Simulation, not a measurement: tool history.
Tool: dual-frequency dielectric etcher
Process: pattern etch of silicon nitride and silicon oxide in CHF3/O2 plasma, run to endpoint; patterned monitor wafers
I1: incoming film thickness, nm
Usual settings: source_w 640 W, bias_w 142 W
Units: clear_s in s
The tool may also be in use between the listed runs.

{"run": 1, "hour": 0.0, "source_w": 640, "bias_w": 142, "I1": 240.9, "clear_s": 173.3}
{"run": 2, "hour": 19.9, "source_w": 640, "bias_w": 151, "I1": 242.2, "clear_s": 171.4}
{"run": 3, "hour": 97.7, "source_w": 640, "bias_w": 151, "I1": 241.5, "clear_s": 172.1}
{"run": 4, "hour": 113.8, "source_w": 640, "bias_w": 152, "I1": 237.4, "clear_s": 169.6}
{"run": 5, "hour": 135.9, "source_w": 640, "bias_w": 152, "I1": 240.4, "clear_s": 173.1}
{"run": 6, "hour": 168.7, "source_w": 640, "bias_w": 152, "I1": 243.6, "clear_s": 175.3}
{"run": 7, "hour": 196.4, "source_w": 640, "bias_w": 134, "I1": 240.4, "clear_s": 182.4}
{"hour": 275.8, "done": "wet clean of the chamber"}
{"run": 8, "hour": 276.3, "source_w": 640, "bias_w": 134, "I1": 239.0, "clear_s": 167.8}
{"run": 9, "hour": 291.2, "source_w": 640, "bias_w": 134, "I1": 240.1, "clear_s": 167.7}
{"run": 10, "hour": 308.0, "source_w": 640, "bias_w": 125, "I1": 242.4, "clear_s": 175.0}
{"hour": 342.8, "done": "upper electrode replaced"}
{"run": 11, "hour": 343.3, "source_w": 640, "bias_w": 142, "I1": 241.4, "clear_s": 167.5}
{"hour": 352.8, "done": "source power generator calibrated"}
{"run": 12, "hour": 367.9, "source_w": 640, "bias_w": 142, "I1": 240.5, "clear_s": 168.7}
{"run": 13, "hour": 392.6, "source_w": 780, "bias_w": 129, "I1": 239.3, "clear_s": 158.3}
{"hour": 421.2, "done": "bias power generator calibrated"}
{"run": 14, "hour": 426.1, "source_w": 510, "bias_w": 142, "I1": 238.9, "clear_s": 185.8}
{"run": 15, "hour": 460.7, "source_w": 790, "bias_w": 122, "I1": 239.2, "clear_s": 160.5}
{"run": 16, "hour": 489.3, "source_w": 700, "bias_w": 115, "I1": 241.3, "clear_s": 174.8}
{"run": 17, "hour": 514.1, "source_w": 640, "bias_w": 142, "I1": 242.8, "clear_s": 172.8}
{"run": 18, "hour": 540.9, "source_w": 640, "bias_w": 142, "I1": 238.4, "clear_s": 167.3}
{"run": 19, "hour": 553.0, "source_w": 640, "bias_w": 142, "I1": 239.8, "clear_s": 169.9}
{"run": 20, "hour": 575.4, "source_w": 640, "bias_w": 120, "I1": 238.1, "clear_s": 180.3}
{"run": 21, "hour": 590.4, "source_w": 640, "bias_w": 142, "I1": 239.1, "clear_s": 171.8}
{"run": 22, "hour": 624.4, "source_w": 500, "bias_w": 118, "I1": 242.4, "clear_s": 202.3}
{"run": 23, "hour": 639.2, "source_w": 520, "bias_w": 120, "I1": 240.9, "clear_s": 200.6}
{"run": 24, "hour": 666.8, "source_w": 710, "bias_w": 117, "I1": 239.3, "clear_s": 173.9}
{"run": 25, "hour": 688.0, "source_w": 560, "bias_w": 176, "I1": 240.1, "clear_s": 172.9}

4 ways to go on from here, each from the tool as it stands after run 25. What would each give?
{"run": "A", "hour": 688.5, "source_w": 640, "bias_w": 154, "I1": 243.3, "clear_s": "?"}
{"run": "B", "hour": 688.5, "source_w": 590, "bias_w": 142, "I1": 243.3, "clear_s": "?"}
{"run": "C", "hour": 688.5, "source_w": 680, "bias_w": 131, "I1": 243.3, "clear_s": "?"}
{"run": "D", "hour": 688.5, "source_w": 490, "bias_w": 117, "I1": 243.3, "clear_s": "?"}

run=A clear_s=171.9
run=B clear_s=182.5
run=C clear_s=176.1
run=D clear_s=210.2
Without the tool's hidden state the same runs would have given:
run=A clear_s=164.5
run=B clear_s=174.7
run=C clear_s=168.6
run=D clear_s=201.2

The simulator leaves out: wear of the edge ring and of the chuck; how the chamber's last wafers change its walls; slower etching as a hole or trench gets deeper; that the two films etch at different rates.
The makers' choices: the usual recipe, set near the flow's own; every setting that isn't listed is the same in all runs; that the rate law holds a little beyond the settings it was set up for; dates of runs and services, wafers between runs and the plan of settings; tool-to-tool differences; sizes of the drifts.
